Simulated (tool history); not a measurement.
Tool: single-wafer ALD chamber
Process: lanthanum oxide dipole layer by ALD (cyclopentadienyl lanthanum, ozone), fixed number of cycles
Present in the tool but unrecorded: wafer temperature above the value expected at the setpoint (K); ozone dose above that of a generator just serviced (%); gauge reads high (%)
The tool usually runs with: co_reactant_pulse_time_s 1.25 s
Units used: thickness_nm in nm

run     day  co_reactant_pulse_time_s  wafers since the last listed run  hours since the last thermocouple change  hours since the last ozone generator service  hours since the showerhead was replaced  hours since the gauge calibration  read-back reference wafer on the same gauge, thickness_nm  thickness_nm
  1       0                      1.25                                 0                                    2583.4                                         510.3                                   5618.2                              358.3                                                      0.423         0.504
  2   1.446                      1.59                               667                                    2618.1                                           545                                   5652.9                                393                                                      0.423         0.523
  3   1.996                      1.59                               253                                    2631.3                                         558.2                                   5666.1                              406.2                                                      0.423         0.526
  4   2.988                      1.59                               457                                    2655.1                                           582                                   5689.9                                430                                                      0.423         0.522
  5   3.754                      1.25                               353                                    2673.5                                         600.4                                   5708.3                              448.4                                                      0.423         0.501
  6   4.767                      1.25                               467                                    2697.8                                         624.7                                   5732.6                              472.7                                                      0.423         0.496
  7   5.996                      1.25                               567                                    2727.3                                         654.2                                   5762.1                              502.2                                                      0.423         0.499
  8   7.212                      1.25                               561                                    2756.5                                         683.4                                   5791.3                              531.4                                                      0.423         0.496
      9.662  -- thermocouple changed; heater temperature recalibrated
     10.446  -- gauge calibrated
  9  10.971                      1.25                              1581                                      31.4                                         773.6                                   5881.5                               12.6                                                      0.423         0.492
 10  11.779                      1.25                               373                                      50.8                                           793                                   5900.9                                 32                                                      0.423         0.494
 11  12.292                      1.25                               236                                      63.1                                         805.3                                   5913.2                               44.3                                                      0.423         0.493
 12  13.338                      0.88                               482                                      88.2                                         830.4                                   5938.3                               69.4                                                      0.423         0.442
 13  14.121                      1.25                               361                                       107                                         849.2                                   5957.1                               88.2                                                      0.423         0.495
     14.967  -- ozone generator serviced
 14  15.142                      0.76                               317                                     131.5                                           4.2                                   5981.6                              112.7                                                      0.423          0.44
 15  16.212                      1.08                               494                                     157.2                                          29.9                                   6007.3                              138.4                                                      0.423          0.49
 16  17.638                      1.25                               657                                     191.4                                          64.1                                   6041.5                              172.6                                                      0.423         0.509
     19.288  -- showerhead replaced, of another model than before
 17  19.308                      1.59                               617                                     231.5                                         104.2                                      0.5                              212.7                                                      0.423         0.523
 18  23.121                      0.94                              1760                                       323                                         195.7                                       92                              304.2                                                      0.423         0.485
 19  24.321                      1.11                               554                                     351.8                                         224.5                                    120.8                                333                                                      0.423           0.5
 20   24.85                      1.61                               244                                     364.5                                         237.2                                    133.5                              345.7                                                      0.423         0.523
 21  26.217                         1                               630                                     397.3                                           270                                    166.3                              378.5                                                      0.423         0.488
 22  26.788                      1.41                               263                                       411                                         283.7                                      180                              392.2                                                      0.423         0.514
 23  27.662                      0.85                               403                                       432                                         304.7                                      201                              413.2                                                      0.423         0.478

3 options for the next run, each taken on its own from the tool as it stands now. Forecast them:
  A  27.679                      1.58                                 7                                     432.4                                         305.1                                    201.4                              413.6                                                          ?             ?
  B  27.679                       1.7                                 7                                     432.4                                         305.1                                    201.4                              413.6                                                          ?             ?
  C  27.679                      0.79                                 7                                     432.4                                         305.1                                    201.4                              413.6                                                          ?             ?

run  read-back reference wafer on the same gauge, thickness_nm  thickness_nm
  A                                                      0.423         0.522
  B                                                      0.423         0.526
  C                                                      0.423         0.471
Stripped of hidden state, with their random variation kept, the same runs would have yielded:
run  thickness_nm
  A         0.523
  B         0.527
  C         0.473
